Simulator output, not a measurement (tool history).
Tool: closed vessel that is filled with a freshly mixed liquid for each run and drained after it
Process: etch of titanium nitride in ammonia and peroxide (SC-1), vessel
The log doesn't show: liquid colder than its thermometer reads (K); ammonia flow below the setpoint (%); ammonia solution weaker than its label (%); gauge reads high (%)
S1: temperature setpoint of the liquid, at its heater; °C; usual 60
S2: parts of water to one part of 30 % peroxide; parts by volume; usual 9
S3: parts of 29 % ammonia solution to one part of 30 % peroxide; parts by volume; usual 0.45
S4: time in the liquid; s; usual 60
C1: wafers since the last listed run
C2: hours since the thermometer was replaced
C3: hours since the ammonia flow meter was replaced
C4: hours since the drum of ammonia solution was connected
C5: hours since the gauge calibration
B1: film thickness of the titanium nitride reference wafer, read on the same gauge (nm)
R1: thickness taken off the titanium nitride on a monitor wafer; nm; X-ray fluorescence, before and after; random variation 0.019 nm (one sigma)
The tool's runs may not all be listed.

run    day    S1  S2    S3  S4    C1      C2      C3      C4    C5     B1     R1
  1      0    60   9  0.45  60     0  1235.5    1009  1042.2  95.7     30   8.11
     0.242  -- gauge calibrated
  2  0.312    60   9  0.45  60   779    1243  1016.5  1049.7   1.7  30.03   8.12
  3    0.8    60   9  0.45  60  1216  1254.7  1028.2  1061.4  13.4  29.96   8.14
  4  1.312    60   9  0.45  60  1278    1267  1040.5  1073.7  25.7  29.95   8.11
  5  2.017    60   9  0.45  60  1756  1283.9  1057.4  1090.6  42.6  29.99   8.07
  6   2.35  55.5   9  0.45  75   831  1291.9  1065.4  1098.6  50.6  29.99   7.46
     2.625  -- ammonia flow meter replaced
  7  3.017  55.5   9  0.45  75  1559  1307.9     9.4  1114.6  66.6  29.99   7.46
       3.3  -- new drum of ammonia solution connected
  8  3.375    60   9   0.3  60   789  1316.5      18     1.8  75.2  30.04   7.49
     3.725  -- gauge calibrated
  9  3.933    60   9   0.5  60  1392  1329.9    31.4    15.2     5  29.99   8.16
 10  4.396  66.5   9  0.35  60  1153    1341    42.5    26.3  16.1  30.01  11.73
     4.508  -- thermometer replaced
 11  4.708    60   9  0.45  60   675     4.8      50    33.8  23.6     30   9.52
 12  5.142    60   9  0.45  60  1080    15.2    60.4    44.2    34  29.96   9.48
 13  5.862    60   9  0.45  35  1798    32.5    77.7    61.5  51.3  29.95   5.51
 14  6.212    64  11   0.6  90   873    40.9    86.1    69.9  59.7  29.98  17.32

The tool's hidden state at each run:
ammonia flow below the setpoint (%): 0 in every run
ammonia solution weaker than its label (%): 0 in every run
gauge reads high (%): 0 in every run
H1: liquid colder than its thermometer reads (K)
run     H1
  1   2.44
  2   2.45
  3   2.47
  4    2.5
  5   2.53
  6   2.54
  7   2.57
  8   2.58
  9   2.61
 10   2.63
 11  0.112
 12  0.131
 13  0.162
 14  0.176
